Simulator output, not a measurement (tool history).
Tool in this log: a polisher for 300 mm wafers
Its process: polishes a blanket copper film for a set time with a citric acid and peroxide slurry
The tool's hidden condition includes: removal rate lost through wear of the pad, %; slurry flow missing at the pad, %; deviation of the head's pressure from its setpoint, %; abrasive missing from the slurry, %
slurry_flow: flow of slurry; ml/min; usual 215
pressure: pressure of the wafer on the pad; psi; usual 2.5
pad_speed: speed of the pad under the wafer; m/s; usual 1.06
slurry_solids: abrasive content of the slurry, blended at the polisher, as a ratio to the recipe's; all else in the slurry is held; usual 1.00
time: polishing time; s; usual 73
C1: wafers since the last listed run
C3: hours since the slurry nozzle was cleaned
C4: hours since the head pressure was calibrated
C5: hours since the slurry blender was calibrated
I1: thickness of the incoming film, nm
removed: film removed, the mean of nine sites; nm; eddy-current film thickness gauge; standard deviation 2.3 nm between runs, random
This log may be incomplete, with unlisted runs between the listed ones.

{"run": 1, "hour": 0.0, "slurry_flow": 215, "pressure": 2.5, "pad_speed": 1.06, "slurry_solids": 1.0, "time": 73, "C1": 0, "wafers polished on this pad": 118, "C3": 244.0, "C4": 464.2, "C5": 230.7, "I1": 642.3, "removed": 153.2}
{"run": 2, "hour": 8.3, "slurry_flow": 215, "pressure": 2.5, "pad_speed": 1.06, "slurry_solids": 1.0, "time": 73, "C1": 91, "wafers polished on this pad": 209, "C3": 252.3, "C4": 472.5, "C5": 239.0, "I1": 638.8, "removed": 156.7}
{"run": 3, "hour": 18.4, "slurry_flow": 215, "pressure": 2.5, "pad_speed": 1.06, "slurry_solids": 1.0, "time": 73, "C1": 110, "wafers polished on this pad": 320, "C3": 262.4, "C4": 482.6, "C5": 249.1, "I1": 650.8, "removed": 156.4}
{"hour": 32.8, "done": "slurry nozzle cleaned"}
{"run": 4, "hour": 33.7, "slurry_flow": 215, "pressure": 2.5, "pad_speed": 1.06, "slurry_solids": 1.0, "time": 73, "C1": 156, "wafers polished on this pad": 477, "C3": 0.9, "C4": 497.9, "C5": 264.4, "I1": 650.7, "removed": 164.3}
{"run": 5, "hour": 51.4, "slurry_flow": 215, "pressure": 2.5, "pad_speed": 1.06, "slurry_solids": 1.0, "time": 73, "C1": 194, "wafers polished on this pad": 671, "C3": 18.6, "C4": 515.6, "C5": 282.1, "I1": 639.4, "removed": 160.6}
{"run": 6, "hour": 61.6, "slurry_flow": 215, "pressure": 2.5, "pad_speed": 1.06, "slurry_solids": 1.0, "time": 73, "C1": 111, "wafers polished on this pad": 783, "C3": 28.8, "C4": 525.8, "C5": 292.3, "I1": 637.7, "removed": 159.7}
{"run": 7, "hour": 76.7, "slurry_flow": 270, "pressure": 2.0, "pad_speed": 1.06, "slurry_solids": 1.0, "time": 73, "C1": 165, "wafers polished on this pad": 949, "C3": 43.9, "C4": 540.9, "C5": 307.4, "I1": 632.9, "removed": 141.9}
{"run": 8, "hour": 88.8, "slurry_flow": 270, "pressure": 2.0, "pad_speed": 1.06, "slurry_solids": 1.0, "time": 73, "C1": 132, "wafers polished on this pad": 1081, "C3": 56.0, "C4": 553.0, "C5": 319.5, "I1": 635.7, "removed": 140.7}
{"hour": 93.1, "done": "worn pad replaced by a new one"}
{"run": 9, "hour": 100.5, "slurry_flow": 290, "pressure": 2.5, "pad_speed": 1.3, "slurry_solids": 1.0, "time": 73, "C1": 84, "wafers polished on this pad": 81, "C3": 67.7, "C4": 564.7, "C5": 331.2, "I1": 644.1, "removed": 208.1}
{"hour": 105.7, "done": "slurry blender recalibrated"}
{"run": 10, "hour": 115.7, "slurry_flow": 215, "pressure": 2.5, "pad_speed": 1.06, "slurry_solids": 1.0, "time": 73, "C1": 144, "wafers polished on this pad": 226, "C3": 82.9, "C4": 579.9, "C5": 10.0, "I1": 634.2, "removed": 166.5}
{"run": 11, "hour": 131.0, "slurry_flow": 215, "pressure": 2.5, "pad_speed": 1.06, "slurry_solids": 0.75, "time": 73, "C1": 167, "wafers polished on this pad": 394, "C3": 98.2, "C4": 595.2, "C5": 25.3, "I1": 636.4, "removed": 150.3}
{"run": 12, "hour": 147.6, "slurry_flow": 215, "pressure": 2.5, "pad_speed": 1.06, "slurry_solids": 1.0, "time": 73, "C1": 182, "wafers polished on this pad": 576, "C3": 114.8, "C4": 611.8, "C5": 41.9, "I1": 637.5, "removed": 162.7}
{"run": 13, "hour": 159.3, "slurry_flow": 215, "pressure": 3.4, "pad_speed": 1.06, "slurry_solids": 1.0, "time": 73, "C1": 128, "wafers polished on this pad": 704, "C3": 126.5, "C4": 623.5, "C5": 53.6, "I1": 651.2, "removed": 202.6}
{"run": 14, "hour": 173.7, "slurry_flow": 215, "pressure": 2.5, "pad_speed": 1.06, "slurry_solids": 1.0, "time": 73, "C1": 157, "wafers polished on this pad": 862, "C3": 140.9, "C4": 637.9, "C5": 68.0, "I1": 635.3, "removed": 162.6}
{"hour": 186.1, "done": "worn pad replaced by a new one"}
{"run": 15, "hour": 186.6, "slurry_flow": 215, "pressure": 2.0, "pad_speed": 1.06, "slurry_solids": 1.0, "time": 73, "C1": 97, "wafers polished on this pad": 5, "C3": 153.8, "C4": 650.8, "C5": 80.9, "I1": 637.4, "removed": 135.5}
{"hour": 202.8, "done": "head pressure recalibrated"}
{"run": 16, "hour": 203.4, "slurry_flow": 215, "pressure": 2.5, "pad_speed": 1.06, "slurry_solids": 0.85, "time": 73, "C1": 162, "wafers polished on this pad": 167, "C3": 170.6, "C4": 0.6, "C5": 97.7, "I1": 650.5, "removed": 157.8}
{"run": 17, "hour": 218.9, "slurry_flow": 215, "pressure": 2.5, "pad_speed": 1.06, "slurry_solids": 1.0, "time": 73, "C1": 170, "wafers polished on this pad": 337, "C3": 186.1, "C4": 16.1, "C5": 113.2, "I1": 642.2, "removed": 163.3}
{"run": 18, "hour": 225.9, "slurry_flow": 215, "pressure": 2.5, "pad_speed": 1.06, "slurry_solids": 1.0, "time": 73, "C1": 76, "wafers polished on this pad": 414, "C3": 193.1, "C4": 23.1, "C5": 120.2, "I1": 640.4, "removed": 160.4}
{"run": 19, "hour": 238.8, "slurry_flow": 215, "pressure": 2.5, "pad_speed": 1.06, "slurry_solids": 1.0, "time": 73, "C1": 141, "wafers polished on this pad": 556, "C3": 206.0, "C4": 36.0, "C5": 133.1, "I1": 644.9, "removed": 158.1}
{"run": 20, "hour": 250.2, "slurry_flow": 145, "pressure": 1.8, "pad_speed": 0.7, "slurry_solids": 1.0, "time": 54, "C1": 125, "wafers polished on this pad": 681, "C3": 217.4, "C4": 47.4, "C5": 144.5, "I1": 634.6, "removed": 59.6}
{"run": 21, "hour": 256.5, "slurry_flow": 215, "pressure": 2.5, "pad_speed": 0.9, "slurry_solids": 1.1, "time": 73, "C1": 69, "wafers polished on this pad": 750, "C3": 223.7, "C4": 53.7, "C5": 150.8, "I1": 631.0, "removed": 138.2}
{"run": 22, "hour": 266.4, "slurry_flow": 255, "pressure": 3.3, "pad_speed": 0.7, "slurry_solids": 1.0, "time": 64, "C1": 108, "wafers polished on this pad": 858, "C3": 233.6, "C4": 63.6, "C5": 160.7, "I1": 635.7, "removed": 115.8}
{"run": 23, "hour": 279.1, "slurry_flow": 215, "pressure": 2.5, "pad_speed": 1.06, "slurry_solids": 0.7, "time": 73, "C1": 139, "wafers polished on this pad": 998, "C3": 246.3, "C4": 76.3, "C5": 173.4, "I1": 640.1, "removed": 147.4}
{"hour": 292.0, "done": "worn pad replaced by a new one"}
{"run": 24, "hour": 296.3, "slurry_flow": 215, "pressure": 2.5, "pad_speed": 1.06, "slurry_solids": 1.0, "time": 73, "C1": 144, "wafers polished on this pad": 47, "C3": 263.5, "C4": 93.5, "C5": 190.6, "I1": 643.1, "removed": 155.9}
{"run": 25, "hour": 313.3, "slurry_flow": 215, "pressure": 2.5, "pad_speed": 1.06, "slurry_solids": 1.15, "time": 73, "C1": 186, "wafers polished on this pad": 233, "C3": 280.5, "C4": 110.5, "C5": 207.6, "I1": 643.7, "removed": 158.8}
{"hour": 328.8, "done": "slurry nozzle cleaned"}
{"run": 26, "hour": 330.4, "slurry_flow": 215, "pressure": 2.5, "pad_speed": 1.06, "slurry_solids": 1.0, "time": 73, "C1": 176, "wafers polished on this pad": 410, "C3": 1.6, "C4": 127.6, "C5": 224.7, "I1": 650.2, "removed": 165.4}
{"run": 27, "hour": 345.2, "slurry_flow": 215, "pressure": 2.5, "pad_speed": 0.78, "slurry_solids": 0.9, "time": 73, "C1": 162, "wafers polished on this pad": 572, "C3": 16.4, "C4": 142.4, "C5": 239.5, "I1": 643.9, "removed": 119.7}
{"run": 28, "hour": 353.4, "slurry_flow": 195, "pressure": 3.1, "pad_speed": 0.88, "slurry_solids": 1.0, "time": 73, "C1": 89, "wafers polished on this pad": 662, "C3": 24.6, "C4": 150.6, "C5": 247.7, "I1": 645.5, "removed": 161.2}
{"run": 29, "hour": 369.4, "slurry_flow": 185, "pressure": 2.5, "pad_speed": 1.06, "slurry_solids": 1.0, "time": 73, "C1": 175, "wafers polished on this pad": 838, "C3": 40.6, "C4": 166.6, "C5": 263.7, "I1": 636.1, "removed": 162.5}

Here are 5 independent what-if runs from the current tool condition. What would each one return?
{"run": "A", "hour": 369.9, "slurry_flow": 215, "pressure": 1.8, "pad_speed": 1.06, "slurry_solids": 1.0, "time": 73, "C1": 5, "wafers polished on this pad": 843, "C3": 41.1, "C4": 167.1, "C5": 264.2, "I1": 636.5, "removed": "?"}
{"run": "B", "hour": 369.9, "slurry_flow": 215, "pressure": 2.5, "pad_speed": 1.06, "slurry_solids": 1.0, "time": 61, "C1": 5, "wafers polished on this pad": 843, "C3": 41.1, "C4": 167.1, "C5": 264.2, "I1": 636.5, "removed": "?"}
{"run": "C", "hour": 369.9, "slurry_flow": 160, "pressure": 2.8, "pad_speed": 1.32, "slurry_solids": 0.75, "time": 73, "C1": 5, "wafers polished on this pad": 843, "C3": 41.1, "C4": 167.1, "C5": 264.2, "I1": 636.5, "removed": "?"}
{"run": "D", "hour": 369.9, "slurry_flow": 285, "pressure": 2.5, "pad_speed": 1.06, "slurry_solids": 1.0, "time": 73, "C1": 5, "wafers polished on this pad": 843, "C3": 41.1, "C4": 167.1, "C5": 264.2, "I1": 636.5, "removed": "?"}
{"run": "E", "hour": 369.9, "slurry_flow": 215, "pressure": 2.5, "pad_speed": 1.4, "slurry_solids": 1.0, "time": 73, "C1": 5, "wafers polished on this pad": 843, "C3": 41.1, "C4": 167.1, "C5": 264.2, "I1": 636.5, "removed": "?"}

run=A removed=128.4
run=B removed=136.6
run=C removed=204.6
run=D removed=167.2
run=E removed=214.5
Stripped of hidden state, with their random variation kept, the same runs would have yielded:
run=A removed=128.6
run=B removed=136.9
run=C removed=205.1
run=D removed=167.5
run=E removed=214.9
